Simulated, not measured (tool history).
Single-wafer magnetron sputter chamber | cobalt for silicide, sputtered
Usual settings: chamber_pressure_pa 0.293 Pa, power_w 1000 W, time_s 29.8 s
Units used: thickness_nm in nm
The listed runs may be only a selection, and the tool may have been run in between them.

run   hour  chamber_pressure_pa  power_w  time_s  wafers since the last listed run  wafers on the sputter target  hours since the last manometer calibration  hours since the magnet pack was replaced  hours since the gauge calibration  read-back reference wafer on the same gauge, thickness_nm  thickness_nm
  1    0.0                0.370     1000    29.8                                 0                          2036                                       779.3                                   10815.0                               58.3                                                     17.504        14.394
  2   29.8                0.351     1000    32.2                               970                          3007                                       809.1                                   10844.8                               88.1                                                     17.511        15.460
     100.5  -- sputter target and shields replaced
  3  112.0                0.351     1000    32.2                              2416                           373                                       891.3                                   10927.0                              170.3                                                     17.493        15.896
  4  128.3                0.351     1000    32.2                               530                           904                                       907.6                                   10943.3                              186.6                                                     17.508        15.770
  5  141.4                0.293     1000    29.8                               426                          1330                                       920.7                                   10956.4                              199.7                                                     17.499        14.629
  6  164.7                0.293     1000    29.8                               758                          2089                                       944.0                                   10979.7                              223.0                                                     17.493        14.481
  7  200.5                0.205     1000    29.8                              1166                          3255                                       979.8                                   11015.5                              258.8                                                     17.487        14.603
     249.6  -- sputter target and shields replaced
  8  305.9                0.293     1150    29.8                              3172                          1833                                      1085.2                                   11120.9                              364.2                                                     17.482        16.477
  9  321.9                0.293     1150    29.8                               521                          2354                                      1101.2                                   11136.9                              380.2                                                     17.504        16.498
 10  350.9                0.293     1150    29.8                               944                          3299                                      1130.2                                   11165.9                              409.2                                                     17.503        16.443
 11  381.8                0.293     1000    29.8                              1006                          4306                                      1161.1                                   11196.8                              440.1                                                     17.512        14.279
 12  394.0                0.293     1000    29.8                               397                          4703                                      1173.3                                   11209.0                              452.3                                                     17.506        14.185
 13  424.8                0.293     1000    29.8                              1003                          5706                                      1204.1                                   11239.8                              483.1                                                     17.505        14.165
     443.3  -- sputter target and shields replaced
     456.4  -- magnet pack replaced, of another model than before
 14  456.9                0.293     1000    29.8                               524                           183                                      1236.2                                       0.5                              515.2                                                     17.498        14.934
 15  508.9                0.337     1000    29.8                              1693                          1877                                      1288.2                                      52.5                              567.2                                                     17.498        14.398
     530.4  -- capacitance manometer re-zeroed and calibrated
 16  535.3                0.293     1000    26.2                               599                          2476                                         4.9                                      78.9                              593.6                                                     17.497        12.633
     554.0  -- gauge calibrated
 17  564.7                0.293     1000    29.8                               957                          3434                                        34.3                                     108.3                               10.7                                                     17.504        14.292
 18  589.6                0.293     1000    29.8                               811                          4245                                        59.2                                     133.2                               35.6                                                     17.497        14.374
 19  603.0                0.293     1000    29.8                               436                          4681                                        72.6                                     146.6                               49.0                                                     17.492        14.360
     614.4  -- sputter target and shields replaced
 20  630.2                0.293     1000    29.8                               625                           514                                        99.8                                     173.8                               76.2                                                     17.509        14.713
 21  649.2                0.199      800    33.4                               618                          1132                                       118.8                                     192.8                               95.2                                                     17.490        13.525
 22  672.1                0.209      800    33.8                               745                          1878                                       141.7                                     215.7                              118.1                                                     17.495        13.505

Expected results for the next run?
 23  692.9                0.405      800    29.8                               677                          2556                                       162.5                                     236.5                              138.9                                                          ?             ?

Logged for run 23: read-back reference wafer on the same gauge, thickness_nm 17.485, thickness_nm 11.254 nm.
Without the tool's hidden state the same run would have given thickness_nm 11.686 nm.
